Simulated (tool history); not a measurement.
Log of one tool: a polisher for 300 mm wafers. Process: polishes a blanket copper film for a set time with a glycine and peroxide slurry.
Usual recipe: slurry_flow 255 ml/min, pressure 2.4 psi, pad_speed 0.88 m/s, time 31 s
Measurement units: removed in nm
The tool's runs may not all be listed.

run,day,slurry_flow,pressure,pad_speed,time,wafers since the last listed run,wafers polished on this pad,hours since the slurry nozzle was cleaned,hours since the head pressure was calibrated,"incoming thickness of the incoming film, nm",removed
1,0.000,255,2.4,0.88,31,0,747,631.7,781.0,1639.1,151.4
2,0.400,255,2.4,0.88,31,122,869,641.3,790.6,1661.6,155.0
# day 0.788: worn pad replaced by a new one
3,1.004,255,2.4,0.88,31,133,66,655.8,805.1,1632.9,158.9
4,1.588,255,2.4,0.88,31,178,244,669.8,819.1,1600.7,157.9
5,1.942,255,2.4,0.88,31,108,353,678.3,827.6,1610.8,155.7
6,2.625,255,2.4,0.88,31,209,562,694.7,844.0,1619.3,155.1
7,3.117,255,2.4,0.88,31,150,712,706.5,855.8,1636.9,154.2
# day 4.204: worn pad replaced by a new one
8,4.529,195,2.4,0.88,39,381,98,740.4,889.7,1630.8,169.7
# day 4.767: head pressure recalibrated
# day 4.846: slurry nozzle cleaned
9,5.262,195,2.4,0.88,39,186,285,10.0,11.9,1650.8,170.3
10,5.942,195,2.4,0.88,39,207,492,26.3,28.2,1649.2,166.5
# day 6.254: worn pad replaced by a new one, repeated, since the last time left the tool worse
11,6.571,255,1.9,0.98,31,141,97,41.4,43.3,1642.6,157.3
12,6.962,255,2.4,0.88,31,119,217,50.8,52.7,1632.9,154.7
13,7.379,255,2.4,0.88,37,127,344,60.8,62.7,1627.0,184.4
14,7.629,225,2.4,1.10,31,76,421,66.8,68.7,1624.4,185.2
15,8.312,315,2.4,0.88,40,209,630,83.2,85.1,1636.5,205.3
16,8.833,255,2.4,0.88,31,159,789,95.7,97.6,1654.8,153.9
# day 9.242: worn pad replaced by a new one
17,9.375,205,2.6,0.88,31,114,40,108.7,110.6,1621.2,158.3
18,10.050,255,3.1,0.88,31,206,246,124.9,126.8,1624.0,180.7
19,10.429,175,2.9,0.88,31,116,362,134.0,135.9,1641.7,164.3
20,10.933,255,2.4,0.88,31,154,517,146.1,148.0,1620.9,157.2
# day 11.967: worn pad replaced by a new one
21,11.988,215,2.8,0.88,22,271,6,171.4,173.3,1619.0,118.9
22,12.342,255,2.4,0.88,23,108,114,179.9,181.8,1656.2,116.7
23,12.879,205,2.6,0.88,31,164,278,192.8,194.7,1637.8,160.8
24,13.554,255,2.4,1.06,31,206,485,209.0,210.9,1653.8,183.8
25,14.121,255,2.8,0.88,39,173,658,222.6,224.5,1639.6,206.8
26,14.708,255,2.4,0.88,31,179,838,236.7,238.6,1630.2,154.1
# day 14.883: worn pad replaced by a new one
27,15.083,310,2.8,0.88,35,63,60,245.7,247.6,1608.7,199.4

Forecast each of these 3 alternatives for the next run:
A,15.100,255,3.2,0.88,31,5,65,246.1,248.0,1637.8,?
B,15.100,255,2.1,0.78,26,5,65,246.1,248.0,1637.8,?
C,15.100,255,1.9,0.88,31,5,65,246.1,248.0,1637.8,?

run,removed
A,182.2
B,113.6
C,142.2
The same runs, with their run-to-run variation unchanged, on a tool lacking any hidden condition would have given:
run,removed
A,183.2
B,114.2
C,143.0

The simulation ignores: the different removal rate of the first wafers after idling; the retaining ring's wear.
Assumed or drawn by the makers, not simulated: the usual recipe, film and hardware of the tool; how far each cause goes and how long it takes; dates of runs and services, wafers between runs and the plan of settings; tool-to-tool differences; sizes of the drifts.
